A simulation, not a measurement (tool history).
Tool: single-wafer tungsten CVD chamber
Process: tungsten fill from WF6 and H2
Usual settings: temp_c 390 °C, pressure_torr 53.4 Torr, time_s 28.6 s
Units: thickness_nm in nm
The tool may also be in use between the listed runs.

run,day,temp_c,pressure_torr,time_s,"read-back reference wafer on the same gauge, thickness_nm",thickness_nm
1,0,396,53.4,29.9,89.864,113.923
2,6.671,396,53.4,29.9,89.758,113.392
3,9.308,390,53.4,28.6,89.539,94.994
4,10.312,390,53.4,28.6,89.715,94.864
5,12.375,390,53.4,28.6,89.653,95.031
6,13.542,390,53.4,28.6,89.641,94.586
7,15.183,390,53.4,28.6,89.613,95.062
# day 17.171: showerhead replaced
8,17.596,390,53.4,28.6,89.649,95.46
# day 18.912: gauge calibrated
9,20.092,390,53.4,28.6,91.574,97.041
10,22.8,400,47.1,28.6,91.425,114.39
11,24.154,400,47.1,28.6,91.216,114.106
12,25.721,390,53.4,28.6,91.19,96.712
13,28.325,401,49.2,30.4,90.948,125.321
# day 29.85: thermocouple changed; heater temperature recalibrated
14,29.954,390,46,28.6,90.89,91.095
15,32.596,390,61.8,28.6,90.733,101.554
# day 34.038: capacitance manometer re-zeroed and calibrated
16,34.829,390,57.3,28.6,90.662,98.438

Forecast run 17:
17,37.104,394,58.4,33.8,?,?

read-back reference wafer on the same gauge, thickness_nm: 90.485
thickness_nm: 127.637 nm
Without the tool's hidden state the same run would have given thickness_nm 128.999 nm.
